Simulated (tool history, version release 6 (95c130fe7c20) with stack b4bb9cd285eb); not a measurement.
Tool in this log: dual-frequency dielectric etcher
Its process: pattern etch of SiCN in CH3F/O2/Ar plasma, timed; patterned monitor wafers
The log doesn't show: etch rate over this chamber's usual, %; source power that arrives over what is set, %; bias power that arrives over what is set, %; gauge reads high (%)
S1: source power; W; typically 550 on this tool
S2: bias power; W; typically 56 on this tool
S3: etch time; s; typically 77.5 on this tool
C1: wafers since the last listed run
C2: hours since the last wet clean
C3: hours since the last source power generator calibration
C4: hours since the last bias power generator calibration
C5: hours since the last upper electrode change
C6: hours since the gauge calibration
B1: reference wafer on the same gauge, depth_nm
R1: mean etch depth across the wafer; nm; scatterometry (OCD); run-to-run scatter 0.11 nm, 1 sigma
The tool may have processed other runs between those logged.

| run | hour | S1 | S2 | S3 | C1 | C2 | C3 | C4 | C5 | C6 | B1 | R1 |
|---|---|---|---|---|---|---|---|---|---|---|---|---|
| 1 | 0.0 | 550 | 56 | 95.5 | 0 | 214.0 | 1793.6 | 2450.7 | 4527.5 | 152.5 | 25.42 | 39.12 |
| 2 | 8.4 | 550 | 56 | 95.5 | 85 | 222.4 | 1802.0 | 2459.1 | 4535.9 | 160.9 | 25.38 | 39.34 |
| 3 | 20.3 | 550 | 56 | 95.5 | 121 | 234.3 | 1813.9 | 2471.0 | 4547.8 | 172.8 | 25.41 | 39.31 |
|  | 26.8 | gauge calibrated |
| 4 | 29.9 | 550 | 56 | 77.5 | 98 | 243.9 | 1823.5 | 2480.6 | 4557.4 | 3.1 | 25.38 | 31.95 |
| 5 | 46.6 | 550 | 56 | 77.5 | 170 | 260.6 | 1840.2 | 2497.3 | 4574.1 | 19.8 | 25.37 | 32.21 |
| 6 | 55.6 | 550 | 56 | 77.5 | 92 | 269.6 | 1849.2 | 2506.3 | 4583.1 | 28.8 | 25.38 | 32.01 |
| 7 | 73.2 | 500 | 49 | 77.5 | 179 | 287.2 | 1866.8 | 2523.9 | 4600.7 | 46.4 | 25.37 | 30.09 |
| 8 | 89.3 | 500 | 49 | 77.5 | 164 | 303.3 | 1882.9 | 2540.0 | 4616.8 | 62.5 | 25.38 | 29.99 |
| 9 | 101.3 | 550 | 56 | 77.5 | 122 | 315.3 | 1894.9 | 2552.0 | 4628.8 | 74.5 | 25.44 | 32.38 |
| 10 | 107.9 | 550 | 56 | 77.5 | 67 | 321.9 | 1901.5 | 2558.6 | 4635.4 | 81.1 | 25.41 | 32.44 |
| 11 | 118.6 | 550 | 56 | 77.5 | 109 | 332.6 | 1912.2 | 2569.3 | 4646.1 | 91.8 | 25.44 | 32.43 |
| 12 | 127.0 | 550 | 56 | 77.5 | 85 | 341.0 | 1920.6 | 2577.7 | 4654.5 | 100.2 | 25.41 | 32.45 |
| 13 | 141.5 | 550 | 56 | 77.5 | 148 | 355.5 | 1935.1 | 2592.2 | 4669.0 | 114.7 | 25.40 | 32.43 |
|  | 160.3 | bias power generator calibrated |
|  | 166.6 | wet clean of the chamber |
| 14 | 167.1 | 500 | 60 | 57.5 | 156 | 0.5 | 1960.7 | 6.8 | 4694.6 | 140.3 | 25.41 | 22.31 |
| 15 | 167.4 | 550 | 56 | 77.5 | 3 | 0.8 | 1961.0 | 7.1 | 4694.9 | 140.6 | 25.41 | 30.83 |
| 16 | 172.6 | 550 | 51 | 64.0 | 53 | 6.0 | 1966.2 | 12.3 | 4700.1 | 145.8 | 25.37 | 24.88 |
| 17 | 182.1 | 650 | 63 | 65.0 | 97 | 15.5 | 1975.7 | 21.8 | 4709.6 | 155.3 | 25.40 | 28.50 |
| 18 | 189.5 | 650 | 44 | 85.0 | 75 | 22.9 | 1983.1 | 29.2 | 4717.0 | 162.7 | 25.39 | 34.19 |
| 19 | 198.8 | 550 | 68 | 56.5 | 95 | 32.2 | 1992.4 | 38.5 | 4726.3 | 172.0 | 25.42 | 23.82 |
|  | 233.2 | upper electrode replaced |
| 20 | 233.7 | 550 | 56 | 77.5 | 111 | 67.1 | 2027.3 | 73.4 | 0.5 | 206.9 | 25.41 | 31.17 |
| 21 | 234.0 | 550 | 56 | 77.5 | 3 | 67.4 | 2027.6 | 73.7 | 0.8 | 207.2 | 25.44 | 31.03 |
|  | 239.3 | gauge calibrated |
| 22 | 245.3 | 550 | 56 | 84.5 | 115 | 78.7 | 2038.9 | 85.0 | 12.1 | 6.0 | 25.39 | 34.03 |
|  | 258.4 | source power generator calibrated |
| 23 | 263.2 | 550 | 56 | 77.5 | 142 | 96.6 | 4.8 | 102.9 | 30.0 | 23.9 | 25.41 | 31.19 |
| 24 | 276.8 | 550 | 64 | 63.0 | 139 | 110.2 | 18.4 | 116.5 | 43.6 | 37.5 | 25.41 | 26.42 |
| 25 | 292.6 | 550 | 56 | 77.5 | 161 | 126.0 | 34.2 | 132.3 | 59.4 | 53.3 | 25.42 | 31.40 |
| 26 | 307.8 | 550 | 56 | 77.5 | 155 | 141.2 | 49.4 | 147.5 | 74.6 | 68.5 | 25.41 | 31.36 |
| 27 | 323.6 | 550 | 42 | 70.0 | 161 | 157.0 | 65.2 | 163.3 | 90.4 | 84.3 | 25.42 | 26.59 |
| 28 | 337.3 | 410 | 46 | 77.5 | 140 | 170.7 | 78.9 | 177.0 | 104.1 | 98.0 | 25.40 | 26.91 |
| 29 | 351.1 | 670 | 51 | 77.5 | 141 | 184.5 | 92.7 | 190.8 | 117.9 | 111.8 | 25.43 | 33.29 |

Entry by entry between the runs, the difference in hidden state between the last listed run before and the first listed run after:
Runs 3 to 4: gauge calibrated (hour 26.8)
  etch rate over this chamber's usual, %: 3.27 -> 3.39
  what was measured, less what the result would be without the hidden state, R1: +1.25 -> +1.05 nm
Runs 13 to 14: bias power generator calibrated (hour 160.3); wet clean of the chamber (hour 166.6)
  etch rate over this chamber's usual, %: 4.75 -> -0.167
  what was measured, less what the result would be without the hidden state, R1: +1.47 -> -0.04 nm
Runs 19 to 20: upper electrode replaced (hour 233.2)
  etch rate over this chamber's usual, %: 0.221 -> 0.648
  what was measured, less what the result would be without the hidden state, R1: +0.05 -> +0.20 nm
Runs 21 to 22: gauge calibrated (hour 239.3)
  etch rate over this chamber's usual, %: 0.652 -> 0.79
  what was measured, less what the result would be without the hidden state, R1: +0.20 -> +0.27 nm
Runs 22 to 23: source power generator calibrated (hour 258.4)
  etch rate over this chamber's usual, %: 0.79 -> 1.01
  what was measured, less what the result would be without the hidden state, R1: +0.27 -> +0.32 nm
